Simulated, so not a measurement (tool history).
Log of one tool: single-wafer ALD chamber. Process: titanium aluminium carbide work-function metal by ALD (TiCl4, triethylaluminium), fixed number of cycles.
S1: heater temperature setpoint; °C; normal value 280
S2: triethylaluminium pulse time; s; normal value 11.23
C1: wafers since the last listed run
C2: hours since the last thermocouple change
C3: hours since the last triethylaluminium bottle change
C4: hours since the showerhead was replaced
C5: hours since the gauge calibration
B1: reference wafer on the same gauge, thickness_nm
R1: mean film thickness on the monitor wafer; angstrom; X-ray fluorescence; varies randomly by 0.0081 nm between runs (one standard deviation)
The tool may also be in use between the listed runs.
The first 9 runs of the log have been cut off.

Run 10, hour 551.4: usual settings; C1 428; C2 2359.7; C3 86.6; C4 3027.1; C5 3311.8; B1 2.231. Result: R1 20.29 angstrom.
Run 11, hour 601.6: usual settings but S1 271 °C, S2 14.78 s; C1 440; C2 2409.9; C3 136.8; C4 3077.3; C5 3362; B1 2.23. Result: R1 19.74 angstrom.
Run 12, hour 645.2: usual settings but S1 271 °C, S2 14.78 s; C1 382; C2 2453.5; C3 180.4; C4 3120.9; C5 3405.6; B1 2.229. Result: R1 19.72 angstrom.
Run 13, hour 739.4: usual settings but S2 13.91 s; C1 826; C2 2547.7; C3 274.6; C4 3215.1; C5 3499.8; B1 2.232. Result: R1 20.61 angstrom.
Run 14, hour 803.8: usual settings but S2 13.91 s; C1 564; C2 2612.1; C3 339; C4 3279.5; C5 3564.2; B1 2.23. Result: R1 20.65 angstrom.
Run 15, hour 845.2: usual settings; C1 363; C2 2653.5; C3 380.4; C4 3320.9; C5 3605.6; B1 2.229. Result: R1 20.39 angstrom.
Run 16, hour 944.6: usual settings but S1 269 °C, S2 7.94 s; C1 871; C2 2752.9; C3 479.8; C4 3420.3; C5 3705; B1 2.226. Result: R1 18.28 angstrom.
At hour 981.3: gauge calibrated.
Run 17, hour 999.2: usual settings; C1 478; C2 2807.5; C3 534.4; C4 3474.9; C5 17.9; B1 2.23. Result: R1 20.31 angstrom.
At hour 1013.2: triethylaluminium bottle replaced.
At hour 1027.1: thermocouple changed; heater temperature recalibrated.
Run 18, hour 1060.5: usual settings but S2 8.29 s; C1 397; C2 33.4; C3 47.3; C4 3536.2; C5 79.2; B1 2.229. Result: R1 18.9 angstrom.
Run 19, hour 1114.3: usual settings but S1 289 °C, S2 12.64 s; C1 471; C2 87.2; C3 101.1; C4 3590; C5 133; B1 2.233. Result: R1 20.93 angstrom.
Run 20, hour 1170.2: usual settings but S1 272 °C, S2 14.98 s; C1 490; C2 143.1; C3 157; C4 3645.9; C5 188.9; B1 2.232. Result: R1 19.25 angstrom.
At hour 1201.8: showerhead replaced.
Run 21, hour 1393.3: usual settings but S1 273 °C, S2 14.47 s; C1 1886; C2 366.2; C3 380.1; C4 191.5; C5 412; B1 2.23. Result: R1 19.62 angstrom.
Run 22, hour 1462.8: usual settings but S1 273 °C, S2 6.87 s; C1 609; C2 435.7; C3 449.6; C4 261; C5 481.5; B1 2.231. Result: R1 17.85 angstrom.
Run 23, hour 1675.8: usual settings but S1 271 °C; C1 1868; C2 648.7; C3 662.6; C4 474; C5 694.5; B1 2.229. Result: R1 19.07 angstrom.
At hour 1694.7: triethylaluminium bottle replaced.
Run 24, hour 1765.6: usual settings but S1 293 °C; C1 717; C2 738.5; C3 70.9; C4 563.8; C5 784.3; B1 2.227. Result: R1 21.42 angstrom.
Run 25, hour 1860.8: usual settings but S1 274 °C, S2 14.92 s; C1 835; C2 833.7; C3 166.1; C4 659; C5 879.5; B1 2.229. Result: R1 19.72 angstrom.
Run 26, hour 1934.6: usual settings but S1 273 °C, S2 15.48 s; C1 647; C2 907.5; C3 239.9; C4 732.8; C5 953.3; B1 2.227. Result: R1 19.7 angstrom.
Run 27, hour 1998.5: usual settings but S1 265 °C, S2 6.75 s; C1 560; C2 971.4; C3 303.8; C4 796.7; C5 1017.2; B1 2.23. Result: R1 17.03 angstrom.
Run 28, hour 2046.9: usual settings but S1 287 °C, S2 13.89 s; C1 424; C2 1019.8; C3 352.2; C4 845.1; C5 1065.6; B1 2.23. Result: R1 21.32 angstrom.
At hour 2245: triethylaluminium bottle replaced.
Run 29, hour 2353.7: usual settings; C1 2621; C2 1326.6; C3 108.7; C4 1151.9; C5 1372.4; B1 2.227. Result: R1 20.02 angstrom.
Run 30, hour 2406.6: usual settings but S1 286 °C, S2 15.24 s; C1 464; C2 1379.5; C3 161.6; C4 1204.8; C5 1425.3; B1 2.23. Result: R1 21.2 angstrom.
Run 31, hour 2453.3: usual settings but S1 267 °C, S2 14.34 s; C1 409; C2 1426.2; C3 208.3; C4 1251.5; C5 1472; B1 2.229. Result: R1 18.99 angstrom.
Run 32, hour 2498.1: usual settings but S1 276 °C, S2 6.84 s; C1 392; C2 1471; C3 253.1; C4 1296.3; C5 1516.8; B1 2.23. Result: R1 18.18 angstrom.
Run 33, hour 2579.5: usual settings but S1 269 °C, S2 9.73 s; C1 714; C2 1552.4; C3 334.5; C4 1377.7; C5 1598.2; B1 2.23. Result: R1 18.86 angstrom.

Below are 4 alternative next runs, each starting from the tool's condition after run 33. Predict each:
Run A, hour 2579.9: usual settings; C1 3; C2 1552.8; C3 334.9; C4 1378.1; C5 1598.6; B1 ?. Result: R1 ?.
Run B, hour 2579.9: usual settings but S1 285 °C, S2 8.7 s; C1 3; C2 1552.8; C3 334.9; C4 1378.1; C5 1598.6; B1 ?. Result: R1 ?.
Run C, hour 2579.9: usual settings but S2 8.03 s; C1 3; C2 1552.8; C3 334.9; C4 1378.1; C5 1598.6; B1 ?. Result: R1 ?.
Run D, hour 2579.9: usual settings but S1 270 °C, S2 8.4 s; C1 3; C2 1552.8; C3 334.9; C4 1378.1; C5 1598.6; B1 ?. Result: R1 ?.

run     B1     R1
  A  2.233  20.24
  B  2.233  20.15
  C  2.233  19.36
  D  2.233  18.51
Take away the tool's hidden state, keep each run's random variation, and the runs would have read:
run     R1
  A  19.76
  B  19.68
  C  18.91
  D  18.05
